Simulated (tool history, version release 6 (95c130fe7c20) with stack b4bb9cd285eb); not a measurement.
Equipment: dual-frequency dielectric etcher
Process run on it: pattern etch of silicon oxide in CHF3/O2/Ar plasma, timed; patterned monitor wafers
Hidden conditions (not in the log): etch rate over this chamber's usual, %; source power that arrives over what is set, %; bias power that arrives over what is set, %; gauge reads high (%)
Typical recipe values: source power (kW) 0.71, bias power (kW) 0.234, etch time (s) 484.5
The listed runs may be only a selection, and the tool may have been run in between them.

run     day  source power (kW)  bias power (kW)  etch time (s)  wafers since the last listed run  hours since the last wet clean  hours since the last source power generator calibration  hours since the last bias power generator calibration  hours since the last upper electrode change  hours since the gauge calibration  read-back reference wafer on the same gauge, depth_nm  mean etch depth across the wafer (Å)
  1       0               0.71            0.234          484.5                                 0                           213.6                                                   1789.7                                                 1595.6                                       4092.8                             1019.6                                                 1110.3                                 10622
  2   2.512               0.71            0.234          484.5                               171                           273.9                                                     1850                                                 1655.9                                       4153.1                             1079.9                                                   1111                                 10535
  3   5.271               0.71            0.234          484.5                               188                           340.1                                                   1916.2                                                 1722.1                                       4219.3                             1146.1                                                 1109.4                                 10540
  4   7.758               0.71            0.234          484.5                               169                           399.8                                                   1975.9                                                 1781.8                                         4279                             1205.8                                                 1109.4                                 10532
  5   9.196               0.71            0.234          484.5                                98                           434.3                                                   2010.4                                                 1816.3                                       4313.5                             1240.3                                                 1110.7                                 10486
  6  11.362               0.71            0.234          484.5                               148                           486.3                                                   2062.4                                                 1868.3                                       4365.5                             1292.3                                                 1109.8                                 10421
     11.929  -- bias power generator calibrated
  7  12.575               0.71            0.234          484.5                                71                           515.4                                                   2091.5                                                   15.5                                       4394.6                             1321.4                                                 1109.1                                 10531
     13.612  -- wet clean of the chamber
  8  15.042               0.82            0.212          355.5                               100                            34.3                                                   2150.7                                                   74.7                                       4453.8                             1380.6                                                 1108.6                                  8119
  9  18.042               0.71             0.27            550                               204                           106.3                                                   2222.7                                                  146.7                                       4525.8                             1452.6                                                   1110                                 12409
 10  19.904               0.71            0.234            417                               127                             151                                                   2267.4                                                  191.4                                       4570.5                             1497.3                                                 1109.7                                  9174
 11  22.862               0.71            0.234          484.5                               202                             222                                                   2338.4                                                  262.4                                       4641.5                             1568.3                                                 1110.3                                 10552
 12  25.396               0.71            0.234          484.5                               173                           282.8                                                   2399.2                                                  323.2                                       4702.3                             1629.1                                                 1109.2                                 10593
 13  28.308               0.71            0.253            373                               198                           352.7                                                   2469.1                                                  393.1                                       4772.2                               1699                                                 1111.5                                  8251
 14  31.242               0.71            0.234          484.5                               200                           423.1                                                   2539.5                                                  463.5                                       4842.6                             1769.4                                                 1111.5                                 10552
 15  32.708               0.56            0.291          440.5                               100                           458.3                                                   2574.7                                                  498.7                                       4877.8                             1804.6                                                 1110.7                                  9233
     32.917  -- source power generator calibrated
 16  34.071               0.66            0.234          484.5                                81                             491                                                     27.7                                                  531.4                                       4910.5                             1837.3                                                 1109.2                                 10115
     34.842  -- gauge calibrated
 17  35.083               0.64            0.292          394.5                                69                           515.3                                                       52                                                  555.7                                       4934.8                                5.8                                                   1110                                  8453
     38.404  -- upper electrode replaced
 18  38.425               0.71            0.191          375.5                               159                           595.5                                                    132.2                                                  635.9                                          0.5                                 86                                                 1109.7                                  7668
     41.146  -- wet clean of the chamber
 19  45.867               0.71            0.179          484.5                               440                           113.3                                                    310.8                                                  814.5                                        179.1                              264.6                                                 1109.3                                 10059
 20  48.767               0.63            0.234            531                               198                           182.9                                                    380.4                                                  884.1                                        248.7                              334.2                                                   1110                                 11024
 21  50.442               0.58            0.183          484.5                               114                           223.1                                                    420.6                                                  924.3                                        288.9                              374.4                                                 1110.6                                  9352
 22  53.242               0.71            0.234            524                               191                           290.3                                                    487.8                                                  991.5                                        356.1                              441.6                                                 1110.4                                 11390
 23  54.838               0.71            0.234          484.5                               109                           328.6                                                    526.1                                                 1029.8                                        394.4                              479.9                                                   1110                                 10469
 24  57.496               0.64            0.193            416                               181                           392.4                                                    589.9                                                 1093.6                                        458.2                              543.7                                                 1109.1                                  8336
 25  59.954               0.71            0.207          606.5                               167                           451.4                                                    648.9                                                 1152.6                                        517.2                              602.7                                                 1108.2                                 12726
 26  61.479               0.89            0.206          484.5                               104                             488                                                    685.5                                                 1189.2                                        553.8                              639.3                                                 1110.3                                 10992
     63.846  -- wet clean of the chamber
 27  63.867               0.56            0.234          484.5                                94                             0.5                                                    742.8                                                 1246.5                                        611.1                              696.6                                                 1111.8                                  9721
 28  65.054               0.71            0.234          432.5                                81                              29                                                    771.3                                                   1275                                        639.6                              725.1                                                 1110.1                                  9478
 29    66.7               0.71            0.234          484.5                               112                            68.5                                                    810.8                                                 1314.5                                        679.1                              764.6                                                 1109.6                                 10491

Each row is a separate what-if for the run after 29, all from the same tool condition, not one after another. Results?
  A  66.725               0.71             0.26          484.5                                 1                            69.1                                                    811.4                                                 1315.1                                        679.7                              765.2                                                      ?                                     ?
  B  66.725               0.85            0.193          484.5                                 1                            69.1                                                    811.4                                                 1315.1                                        679.7                              765.2                                                      ?                                     ?
  C  66.725               0.71            0.234            585                                 1                            69.1                                                    811.4                                                 1315.1                                        679.7                              765.2                                                      ?                                     ?
  D  66.725               0.55            0.234          527.5                                 1                            69.1                                                    811.4                                                 1315.1                                        679.7                              765.2                                                      ?                                     ?

run  read-back reference wafer on the same gauge, depth_nm  mean etch depth across the wafer (Å)
  A                                                 1110.2                                 10758
  B                                                 1110.2                                 10833
  C                                                 1110.2                                 12716
  D                                                 1110.2                                 10493
Stripped of hidden state, with their random variation kept, the same runs would have yielded:
run  mean etch depth across the wafer (Å)
  A                                 10804
  B                                 10880
  C                                 12771
  D                                 10538
